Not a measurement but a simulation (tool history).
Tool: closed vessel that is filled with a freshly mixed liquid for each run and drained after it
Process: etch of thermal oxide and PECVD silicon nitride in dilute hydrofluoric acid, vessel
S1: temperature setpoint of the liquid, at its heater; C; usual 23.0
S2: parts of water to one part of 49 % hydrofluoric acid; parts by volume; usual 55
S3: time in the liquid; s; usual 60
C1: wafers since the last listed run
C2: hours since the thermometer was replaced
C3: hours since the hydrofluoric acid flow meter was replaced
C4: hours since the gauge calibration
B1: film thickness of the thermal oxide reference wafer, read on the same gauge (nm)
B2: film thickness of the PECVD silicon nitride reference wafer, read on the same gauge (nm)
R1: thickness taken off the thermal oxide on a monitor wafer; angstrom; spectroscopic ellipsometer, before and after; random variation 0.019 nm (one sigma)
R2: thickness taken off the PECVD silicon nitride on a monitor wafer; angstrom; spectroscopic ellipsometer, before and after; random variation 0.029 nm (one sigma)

{"run": 1, "hour": 0.0, "S1": 23.0, "S2": 55, "S3": 60, "C1": 0, "C2": 607.9, "C3": 2401.4, "C4": 143.2, "B1": 30.0, "B2": 99.994, "R1": 60.5, "R2": 37.56}
{"run": 2, "hour": 16.6, "S1": 23.0, "S2": 55, "S3": 60, "C1": 1927, "C2": 624.5, "C3": 2418.0, "C4": 159.8, "B1": 30.02, "B2": 99.992, "R1": 60.6, "R2": 38.02}
{"run": 3, "hour": 56.1, "S1": 23.0, "S2": 55, "S3": 60, "C1": 4585, "C2": 664.0, "C3": 2457.5, "C4": 199.3, "B1": 30.0, "B2": 99.999, "R1": 60.9, "R2": 38.79}
{"run": 4, "hour": 64.3, "S1": 23.0, "S2": 55, "S3": 60, "C1": 951, "C2": 672.2, "C3": 2465.7, "C4": 207.5, "B1": 29.98, "B2": 100.004, "R1": 61.3, "R2": 37.53}
{"run": 5, "hour": 72.2, "S1": 23.0, "S2": 55, "S3": 60, "C1": 917, "C2": 680.1, "C3": 2473.6, "C4": 215.4, "B1": 29.97, "B2": 99.984, "R1": 61.5, "R2": 37.75}
{"hour": 80.9, "done": "thermometer replaced"}
{"run": 6, "hour": 89.1, "S1": 23.0, "S2": 55, "S3": 60, "C1": 1845, "C2": 8.2, "C3": 2490.5, "C4": 232.3, "B1": 30.02, "B2": 100.011, "R1": 55.9, "R2": 32.52}
{"hour": 101.3, "done": "gauge calibrated"}
{"run": 7, "hour": 101.5, "S1": 23.0, "S2": 55, "S3": 60, "C1": 1439, "C2": 20.6, "C3": 2502.9, "C4": 0.2, "B1": 30.04, "B2": 100.001, "R1": 56.3, "R2": 33.45}
{"run": 8, "hour": 114.7, "S1": 25.0, "S2": 55, "S3": 60, "C1": 1532, "C2": 33.8, "C3": 2516.1, "C4": 13.4, "B1": 30.0, "B2": 99.976, "R1": 61.2, "R2": 38.74}
{"run": 9, "hour": 121.9, "S1": 25.0, "S2": 55, "S3": 60, "C1": 835, "C2": 41.0, "C3": 2523.3, "C4": 20.6, "B1": 29.99, "B2": 100.001, "R1": 61.2, "R2": 38.57}
{"run": 10, "hour": 130.5, "S1": 25.0, "S2": 55, "S3": 60, "C1": 998, "C2": 49.6, "C3": 2531.9, "C4": 29.2, "B1": 30.0, "B2": 100.03, "R1": 61.5, "R2": 38.51}
{"run": 11, "hour": 140.0, "S1": 23.0, "S2": 55, "S3": 85, "C1": 1102, "C2": 59.1, "C3": 2541.4, "C4": 38.7, "B1": 30.02, "B2": 100.015, "R1": 80.9, "R2": 47.85}
{"run": 12, "hour": 150.8, "S1": 23.0, "S2": 55, "S3": 85, "C1": 1253, "C2": 69.9, "C3": 2552.2, "C4": 49.5, "B1": 29.99, "B2": 100.002, "R1": 80.3, "R2": 48.16}
{"run": 13, "hour": 165.7, "S1": 18.5, "S2": 45, "S3": 30, "C1": 1729, "C2": 84.8, "C3": 2567.1, "C4": 64.4, "B1": 30.03, "B2": 100.001, "R1": 29.3, "R2": 14.82}
{"run": 14, "hour": 174.4, "S1": 23.0, "S2": 55, "S3": 90, "C1": 1009, "C2": 93.5, "C3": 2575.8, "C4": 73.1, "B1": 30.01, "B2": 99.98, "R1": 85.5, "R2": 50.71}
{"hour": 184.7, "done": "hydrofluoric acid flow meter replaced"}
{"run": 15, "hour": 192.3, "S1": 23.0, "S2": 55, "S3": 60, "C1": 1961, "C2": 111.4, "C3": 7.6, "C4": 91.0, "B1": 30.0, "B2": 99.996, "R1": 49.6, "R2": 29.56}
{"run": 16, "hour": 217.7, "S1": 27.5, "S2": 55, "S3": 60, "C1": 2948, "C2": 136.8, "C3": 33.0, "C4": 116.4, "B1": 30.0, "B2": 100.005, "R1": 59.5, "R2": 40.56}
{"run": 17, "hour": 228.3, "S1": 24.5, "S2": 65, "S3": 30, "C1": 1230, "C2": 147.4, "C3": 43.6, "C4": 127.0, "B1": 30.02, "B2": 100.002, "R1": 22.2, "R2": 13.95}
{"run": 18, "hour": 238.8, "S1": 25.0, "S2": 55, "S3": 60, "C1": 1218, "C2": 157.9, "C3": 54.1, "C4": 137.5, "B1": 30.04, "B2": 100.023, "R1": 54.7, "R2": 34.01}
{"run": 19, "hour": 244.9, "S1": 23.0, "S2": 35, "S3": 80, "C1": 708, "C2": 164.0, "C3": 60.2, "C4": 143.6, "B1": 30.0, "B2": 99.993, "R1": 107.7, "R2": 63.78}
{"run": 20, "hour": 257.0, "S1": 23.0, "S2": 45, "S3": 60, "C1": 1404, "C2": 176.1, "C3": 72.3, "C4": 155.7, "B1": 29.98, "B2": 99.998, "R1": 62.4, "R2": 37.11}
{"run": 21, "hour": 264.7, "S1": 21.0, "S2": 55, "S3": 60, "C1": 893, "C2": 183.8, "C3": 80.0, "C4": 163.4, "B1": 30.01, "B2": 99.989, "R1": 46.6, "R2": 26.72}
{"run": 22, "hour": 278.5, "S1": 23.0, "S2": 25, "S3": 60, "C1": 1602, "C2": 197.6, "C3": 93.8, "C4": 177.2, "B1": 30.0, "B2": 100.007, "R1": 115.8, "R2": 65.96}
{"run": 23, "hour": 287.8, "S1": 23.0, "S2": 55, "S3": 60, "C1": 1079, "C2": 206.9, "C3": 103.1, "C4": 186.5, "B1": 30.02, "B2": 99.994, "R1": 50.7, "R2": 30.4}
{"hour": 299.4, "done": "gauge calibrated"}
{"run": 24, "hour": 300.9, "S1": 23.0, "S2": 65, "S3": 75, "C1": 1520, "C2": 220.0, "C3": 116.2, "C4": 1.5, "B1": 30.03, "B2": 99.988, "R1": 53.1, "R2": 33.11}
{"run": 25, "hour": 310.0, "S1": 19.5, "S2": 25, "S3": 60, "C1": 1056, "C2": 229.1, "C3": 125.3, "C4": 10.6, "B1": 30.0, "B2": 99.982, "R1": 100.5, "R2": 51.92}
{"run": 26, "hour": 319.6, "S1": 23.0, "S2": 55, "S3": 60, "C1": 1114, "C2": 238.7, "C3": 134.9, "C4": 20.2, "B1": 29.98, "B2": 99.995, "R1": 51.1, "R2": 31.13}
{"run": 27, "hour": 332.6, "S1": 24.5, "S2": 40, "S3": 75, "C1": 1509, "C2": 251.7, "C3": 147.9, "C4": 33.2, "B1": 30.01, "B2": 100.011, "R1": 94.7, "R2": 58.66}

3 ways to go on from here, each from the tool as it stands after run 27. What would each give?
{"run": "A", "hour": 333.3, "S1": 23.0, "S2": 55, "S3": 60, "C1": 81, "C2": 252.4, "C3": 148.6, "C4": 33.9, "B1": "?", "B2": "?", "R1": "?", "R2": "?"}
{"run": "B", "hour": 333.3, "S1": 19.0, "S2": 55, "S3": 60, "C1": 81, "C2": 252.4, "C3": 148.6, "C4": 33.9, "B1": "?", "B2": "?", "R1": "?", "R2": "?"}
{"run": "C", "hour": 333.3, "S1": 28.0, "S2": 75, "S3": 35, "C1": 81, "C2": 252.4, "C3": 148.6, "C4": 33.9, "B1": "?", "B2": "?", "R1": "?", "R2": "?"}

run=A B1=30.03 B2=100.014 R1=51.3 R2=31.30
run=B B1=30.03 B2=100.014 R1=43.4 R2=23.80
run=C B1=30.03 B2=100.014 R1=26.1 R2=18.68
Without the tool's hidden state the same runs would have given:
run=A R1=49.2 R2=29.43
run=B R1=41.6 R2=22.35
run=C R1=25.0 R2=17.60

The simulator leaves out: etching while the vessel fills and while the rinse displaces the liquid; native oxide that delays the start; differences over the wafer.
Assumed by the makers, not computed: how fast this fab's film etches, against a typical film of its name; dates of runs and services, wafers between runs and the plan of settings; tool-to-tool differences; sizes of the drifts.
